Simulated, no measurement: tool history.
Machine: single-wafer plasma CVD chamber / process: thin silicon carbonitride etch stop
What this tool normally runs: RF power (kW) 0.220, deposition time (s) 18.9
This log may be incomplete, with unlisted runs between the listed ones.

run   hour  RF power (kW)  deposition time (s)  read-back reference wafer on the same gauge, thickness_nm  mean film thickness on the monitor wafer (Å)
  1    0.0          0.220                 18.9                                                     11.467                                        114.43
  2   16.7          0.220                 18.9                                                     11.461                                        114.18
  3   30.4          0.220                 18.9                                                     11.457                                        114.20
  4   44.9          0.220                 18.9                                                     11.445                                        114.09
  5   52.3          0.190                 18.9                                                     11.445                                        108.99
  6   64.9          0.190                 18.9                                                     11.437                                        108.78
  7   80.0          0.220                 18.9                                                     11.425                                        114.13
      82.5  -- gauge calibrated
  8  124.6          0.220                 18.9                                                     11.494                                        114.86
     138.9  -- RF generator calibrated
     139.3  -- showerhead replaced
  9  141.5          0.195                 16.1                                                     11.489                                         93.92
 10  155.9          0.220                 18.9                                                     11.481                                        114.52

Estimate the outcome of run 11 from the log above:
 11  164.7          0.185                 21.1                                                          ?                                             ?

Run 11 produced read-back reference wafer on the same gauge, thickness_nm 11.481, mean film thickness on the monitor wafer (Å) 121.28.
Minus the tool's unlogged condition, the same run would have read mean film thickness on the monitor wafer (Å) 121.52.
